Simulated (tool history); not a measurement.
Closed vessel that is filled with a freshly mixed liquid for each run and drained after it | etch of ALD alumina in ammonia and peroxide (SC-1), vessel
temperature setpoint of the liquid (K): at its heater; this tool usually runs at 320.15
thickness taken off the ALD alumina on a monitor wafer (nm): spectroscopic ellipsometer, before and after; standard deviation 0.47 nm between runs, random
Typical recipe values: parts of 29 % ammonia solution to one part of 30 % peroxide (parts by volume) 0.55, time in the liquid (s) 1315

| run | day | temperature setpoint of the liquid (K) | parts of 29 % ammonia solution to one part of 30 % peroxide (parts by volume) | time in the liquid (s) | read-back film thickness of the ALD alumina reference wafer, read on the same gauge (nm) | thickness taken off the ALD alumina on a monitor wafer (nm) |
|---|---|---|---|---|---|---|
| 1 | 0.000 | 314.65 | 0.55 | 1315 | 39.98 | 35.52 |
| 2 | 2.367 | 314.65 | 0.55 | 1315 | 40.02 | 35.79 |
| 3 | 4.167 | 314.65 | 0.55 | 1315 | 39.97 | 36.24 |
| 4 | 5.712 | 320.15 | 0.55 | 1130 | 39.99 | 42.38 |
| 5 | 8.025 | 320.15 | 0.55 | 1315 | 39.99 | 48.37 |
| 6 | 9.267 | 320.15 | 0.55 | 1315 | 40.00 | 48.78 |
| 7 | 11.038 | 320.15 | 0.55 | 1315 | 39.99 | 49.19 |
| 8 | 12.483 | 320.15 | 0.55 | 1315 | 39.97 | 49.74 |
| 9 | 14.675 | 320.15 | 0.55 | 1530 | 40.01 | 57.07 |
| 10 | 16.442 | 320.15 | 0.35 | 1315 | 40.02 | 46.53 |
| 11 | 18.079 | 313.15 | 0.40 | 1540 | 39.99 | 37.29 |
| 12 | 20.638 | 323.15 | 0.85 | 1315 | 40.00 | 60.67 |
| 13 | 21.992 | 320.15 | 0.80 | 1560 | 40.00 | 60.47 |
| 14 | 24.533 | 320.15 | 0.55 | 1010 | 39.98 | 38.03 |
| 15 | 26.646 | 320.15 | 0.80 | 1560 | 40.02 | 60.02 |
| 16 | 29.604 | 314.15 | 0.80 | 565 | 40.01 | 15.61 |
| 17 | 31.142 | 324.65 | 0.55 | 1030 | 39.97 | 49.46 |
|  | 32.438 | thermometer replaced |
| 18 | 32.588 | 316.65 | 0.55 | 1315 | 40.01 | 40.93 |
|  | 33.554 | gauge calibrated |
| 19 | 37.262 | 328.15 | 0.35 | 1315 | 39.99 | 71.48 |
| 20 | 39.108 | 320.15 | 0.55 | 985 | 40.02 | 36.46 |
|  | 39.808 | ammonia flow meter replaced |
|  | 39.825 | new drum of ammonia solution connected |
| 21 | 41.108 | 320.15 | 0.55 | 1315 | 40.00 | 48.95 |
| 22 | 42.725 | 323.65 | 0.45 | 1680 | 40.00 | 74.75 |
| 23 | 44.671 | 315.15 | 0.55 | 1065 | 40.02 | 30.01 |
| 24 | 45.942 | 314.65 | 0.55 | 1315 | 39.96 | 35.92 |
| 25 | 48.921 | 320.15 | 0.85 | 995 | 39.99 | 39.03 |
| 26 | 50.262 | 311.15 | 0.40 | 1315 | 39.98 | 28.32 |
| 27 | 51.533 | 320.15 | 0.55 | 1315 | 40.00 | 49.21 |
| 28 | 53.758 | 320.15 | 0.55 | 1315 | 39.99 | 49.13 |
| 29 | 56.271 | 320.15 | 0.55 | 1315 | 40.01 | 49.14 |
| 30 | 59.017 | 320.15 | 0.55 | 1315 | 40.01 | 49.46 |

Alternative continuations, all from the tool just after run 30; predict every row:
| A | 59.058 | 320.15 | 0.55 | 740 | ? | ? |
| B | 59.058 | 312.15 | 0.55 | 1315 | ? | ? |
| C | 59.058 | 313.15 | 0.70 | 630 | ? | ? |

| run | read-back film thickness of the ALD alumina reference wafer, read on the same gauge (nm) | thickness taken off the ALD alumina on a monitor wafer (nm) |
|---|---|---|
| A | 40.00 | 28.03 |
| B | 40.00 | 31.37 |
| C | 40.00 | 16.32 |
With the hidden condition removed and each run's random variation left untouched, the same runs would have given:
| run | thickness taken off the ALD alumina on a monitor wafer (nm) |
|---|---|
| A | 28.03 |
| B | 31.37 |
| C | 16.32 |

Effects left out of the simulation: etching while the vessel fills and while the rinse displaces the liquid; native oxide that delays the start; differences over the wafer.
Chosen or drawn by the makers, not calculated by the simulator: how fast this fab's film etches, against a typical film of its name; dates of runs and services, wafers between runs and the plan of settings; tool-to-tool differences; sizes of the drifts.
